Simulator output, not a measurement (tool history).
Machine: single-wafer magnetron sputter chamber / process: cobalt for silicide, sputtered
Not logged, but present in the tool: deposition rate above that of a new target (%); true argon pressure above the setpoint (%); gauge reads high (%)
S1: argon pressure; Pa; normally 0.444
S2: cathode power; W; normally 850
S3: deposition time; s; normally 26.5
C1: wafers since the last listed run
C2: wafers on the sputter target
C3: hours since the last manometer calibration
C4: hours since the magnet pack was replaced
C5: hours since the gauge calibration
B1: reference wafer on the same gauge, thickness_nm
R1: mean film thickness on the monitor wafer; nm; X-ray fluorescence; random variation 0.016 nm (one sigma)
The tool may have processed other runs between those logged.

run	hour	S1	S2	S3	C1	C2	C3	C4	C5	B1	R1
1	0	0.444	850	26.5	0	2770	1382	11815.3	459.4	10.604	10.667
2	23.3	0.304	850	26.5	318	3088	1405.3	11838.6	482.7	10.607	11.154
3	44.8	0.304	850	26.5	293	3381	1426.8	11860.1	504.2	10.606	11.111
4	83.9	0.304	850	26.5	533	3915	1465.9	11899.2	543.3	10.598	11.124
5	111.2	0.444	850	24.2	372	4288	1493.2	11926.5	570.6	10.598	9.724
6	150.7	0.444	850	24.2	539	4827	1532.7	11966	610.1	10.604	9.702
7	181.2	0.444	850	24.2	416	5244	1563.2	11996.5	640.6	10.609	9.689
# hour 254.6: gauge calibrated
8	257	0.444	850	26.5	1035	6279	1639	12072.3	2.4	10.601	10.568
9	274.8	0.444	850	26.5	243	6522	1656.8	12090.1	20.2	10.593	10.56
10	308.7	0.444	850	26.5	462	6985	1690.7	12124	54.1	10.591	10.534
11	340.7	0.444	850	26.5	436	7422	1722.7	12156	86.1	10.595	10.491
# hour 348.8: capacitance manometer re-zeroed and calibrated
# hour 360.3: magnet pack replaced
12	363.2	0.444	900	26.5	88	7511	14.4	2.9	108.6	10.596	11.323
# hour 403: sputter target and shields replaced
13	403.5	0.444	800	23.2	441	6	54.7	43.2	148.9	10.596	8.946
14	425.7	0.444	850	26.5	303	309	76.9	65.4	171.1	10.599	10.853
15	460.2	0.359	950	22.4	471	780	111.4	99.9	205.6	10.605	10.514
16	478.8	0.444	1050	23.3	253	1034	130	118.5	224.2	10.6	11.79
17	507.3	0.444	950	26.5	389	1423	158.5	147	252.7	10.602	12.11
18	535	0.353	950	24.5	378	1802	186.2	174.7	280.4	10.602	11.483
19	556.4	0.444	950	29.8	292	2094	207.6	196.1	301.8	10.607	13.566
20	581.7	0.556	750	26.5	345	2439	232.9	221.4	327.1	10.604	9.238
21	602.6	0.444	850	21.3	285	2725	253.8	242.3	348	10.598	8.679
22	617.1	0.304	850	26.5	198	2923	268.3	256.8	362.5	10.604	11.261

What the log doesn't show, run by run:
gauge reads high (%): 0 across all the runs
H1: deposition rate above that of a new target (%)
H2: true argon pressure above the setpoint (%)
run	H1	H2
1	-0.524	13.9
2	-0.573	13.9
3	-0.624	14
4	-0.727	14.1
5	-0.809	14.1
6	-0.94	14.2
7	-1.05	14.3
8	-1.37	14.4
9	-1.45	14.4
10	-1.62	14.5
11	-1.79	14.5
12	-1.91	1.41
13	-0.159	2.44
14	-0.162	2.98
15	-0.176	3.78
16	-0.188	4.19
17	-0.213	4.8
18	-0.246	5.35
19	-0.276	5.77
20	-0.318	6.24
21	-0.357	6.61
22	-0.387	6.86
